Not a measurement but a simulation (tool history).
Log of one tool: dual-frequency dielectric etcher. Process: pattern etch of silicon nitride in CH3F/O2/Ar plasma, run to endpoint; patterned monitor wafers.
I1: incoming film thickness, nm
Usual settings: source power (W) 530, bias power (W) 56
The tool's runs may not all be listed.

run 1 day=0 | source_power_(W)=530 bias_power_(W)=56 | I1=34.03 | endpoint_time_(s)=50.8
run 2 day=0.338 | source_power_(W)=600 bias_power_(W)=56 | I1=34.25 | endpoint_time_(s)=48.5
run 3 day=0.85 | source_power_(W)=600 bias_power_(W)=56 | I1=34.38 | endpoint_time_(s)=48.8
run 4 day=1.221 | source_power_(W)=530 bias_power_(W)=56 | I1=34.42 | endpoint_time_(s)=51.3
run 5 day=1.696 | source_power_(W)=530 bias_power_(W)=56 | I1=34.05 | endpoint_time_(s)=50.8
run 6 day=2.308 | source_power_(W)=530 bias_power_(W)=56 | I1=34.48 | endpoint_time_(s)=51.2
run 7 day=2.562 | source_power_(W)=450 bias_power_(W)=56 | I1=34.18 | endpoint_time_(s)=54
run 8 day=2.904 | source_power_(W)=530 bias_power_(W)=50 | I1=34.25 | endpoint_time_(s)=51.8
run 9 day=3.346 | source_power_(W)=530 bias_power_(W)=56 | I1=34.24 | endpoint_time_(s)=50.7
run 10 day=4.038 | source_power_(W)=530 bias_power_(W)=56 | I1=33.79 | endpoint_time_(s)=50.5
-- day=5.275 wet clean of the chamber
run 11 day=5.296 | source_power_(W)=530 bias_power_(W)=56 | I1=33.92 | endpoint_time_(s)=51.3
run 12 day=5.308 | source_power_(W)=530 bias_power_(W)=56 | I1=34.21 | endpoint_time_(s)=51.5
run 13 day=6.708 | source_power_(W)=440 bias_power_(W)=67 | I1=34.32 | endpoint_time_(s)=53.8
-- day=7.204 bias power generator calibrated
run 14 day=7.312 | source_power_(W)=530 bias_power_(W)=56 | I1=34.34 | endpoint_time_(s)=51.7
run 15 day=8.029 | source_power_(W)=640 bias_power_(W)=44 | I1=34.68 | endpoint_time_(s)=50.2
run 16 day=8.65 | source_power_(W)=530 bias_power_(W)=60 | I1=34.35 | endpoint_time_(s)=51.1
-- day=9.962 upper electrode replaced
run 17 day=9.983 | source_power_(W)=530 bias_power_(W)=56 | I1=33.8 | endpoint_time_(s)=50.6
run 18 day=9.996 | source_power_(W)=530 bias_power_(W)=56 | I1=34.5 | endpoint_time_(s)=51.7
-- day=10.288 source power generator calibrated
run 19 day=10.308 | source_power_(W)=450 bias_power_(W)=56 | I1=34.27 | endpoint_time_(s)=54.9
run 20 day=10.533 | source_power_(W)=570 bias_power_(W)=68 | I1=34.15 | endpoint_time_(s)=47.8
run 21 day=11.029 | source_power_(W)=650 bias_power_(W)=56 | I1=33.75 | endpoint_time_(s)=46.5
run 22 day=11.504 | source_power_(W)=530 bias_power_(W)=63 | I1=34.25 | endpoint_time_(s)=50.2
run 23 day=11.838 | source_power_(W)=610 bias_power_(W)=51 | I1=33.99 | endpoint_time_(s)=49.2
run 24 day=12.179 | source_power_(W)=660 bias_power_(W)=56 | I1=33.92 | endpoint_time_(s)=46.4
run 25 day=13.142 | source_power_(W)=470 bias_power_(W)=45 | I1=34.4 | endpoint_time_(s)=56
run 26 day=13.562 | source_power_(W)=530 bias_power_(W)=56 | I1=34.26 | endpoint_time_(s)=51.2
run 27 day=14.242 | source_power_(W)=660 bias_power_(W)=65 | I1=34.22 | endpoint_time_(s)=45.8
run 28 day=14.733 | source_power_(W)=460 bias_power_(W)=56 | I1=34.3 | endpoint_time_(s)=53.9

Hidden state or all else? Some run-to-run changes of endpoint time (s), split into what the settings, what came in and random variation would give without the hidden state, and what is left for the hidden state (with any gauge scatter that isn't in both results):
The hidden state here: etch rate over this chamber's usual, %; source power that arrives over what is set, %; bias power that arrives over what is set, %.
Run 10 -> 11: wet clean of the chamber. endpoint time (s) +0.8: hidden state +0.6, all else +0.2.
Run 12 -> 13: source power (W) 530 -> 440, bias power (W) 56 -> 67. endpoint time (s) +2.3: hidden state -0.2, all else +2.5.
Run 24 -> 25: source power (W) 660 -> 470, bias power (W) 56 -> 45. endpoint time (s) +9.6: hidden state -0.1, all else +9.7.
Run 27 -> 28: source power (W) 660 -> 460, bias power (W) 65 -> 56. endpoint time (s) +8.1: hidden state -0.1, all else +8.2.

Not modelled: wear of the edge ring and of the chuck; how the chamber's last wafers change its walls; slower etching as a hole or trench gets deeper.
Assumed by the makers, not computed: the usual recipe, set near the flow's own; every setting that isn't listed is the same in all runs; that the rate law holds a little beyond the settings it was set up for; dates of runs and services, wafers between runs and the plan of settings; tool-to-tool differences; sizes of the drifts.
